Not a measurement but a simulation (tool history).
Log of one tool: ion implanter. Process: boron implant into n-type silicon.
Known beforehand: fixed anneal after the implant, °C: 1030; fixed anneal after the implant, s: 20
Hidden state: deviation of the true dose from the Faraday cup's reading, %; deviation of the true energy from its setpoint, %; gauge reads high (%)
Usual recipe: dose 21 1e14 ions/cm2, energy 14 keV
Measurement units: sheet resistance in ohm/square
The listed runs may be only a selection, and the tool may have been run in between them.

run,day,dose,energy,wafers since the last listed run,hours since the last dose calibration,hours since the extraction supply was calibrated,hours since the gauge calibration,"read-back reference wafer on the same gauge, sheet resistance",sheet resistance
1,0,21,14,0,1737.1,5383,24.1,85.39,76.53
2,0.929,21,14,289,1759.4,5405.3,46.4,85.41,76.68
3,1.529,21,14,186,1773.8,5419.7,60.8,85.4,76.35
4,2.179,16.5,10.5,202,1789.4,5435.3,76.4,85.39,94.75
5,3.254,16.5,10.5,334,1815.2,5461.1,102.2,85.39,94.76
# day 4.342: Faraday cup replaced and dose calibrated
6,4.362,21,16,241,0.5,5487.7,128.8,85.41,72.63
7,5.388,17.48,14,318,25.1,5512.3,153.4,85.41,83.49
8,6.062,21,10,210,41.3,5528.5,169.6,85.38,88.56
# day 6.971: extraction supply calibrated
9,7.467,21,14,333,75,11.9,203.3,85.4,76.58
# day 8.471: gauge calibrated
10,8.604,16.5,10.5,353,102.3,39.2,3.2,85.39,94.56
11,9.188,14.95,16,181,116.3,53.2,17.2,85.39,88.57
12,10.238,16.22,14,326,141.5,78.4,42.4,85.42,86.96
13,11.433,15.58,12.5,372,170.2,107.1,71.1,85.43,92.26

Estimate the outcome of run 14 from the log above:
14,12.833,22.99,12.5,435,203.8,140.7,104.7,?,?

{"run 14": {"read-back reference wafer on the same gauge, sheet resistance": 85.41, "sheet resistance": 77.6}}
Take away the tool's hidden state, keep the run-to-run variation as it was, and the same run would have given sheet resistance 77.6 ohm/square.
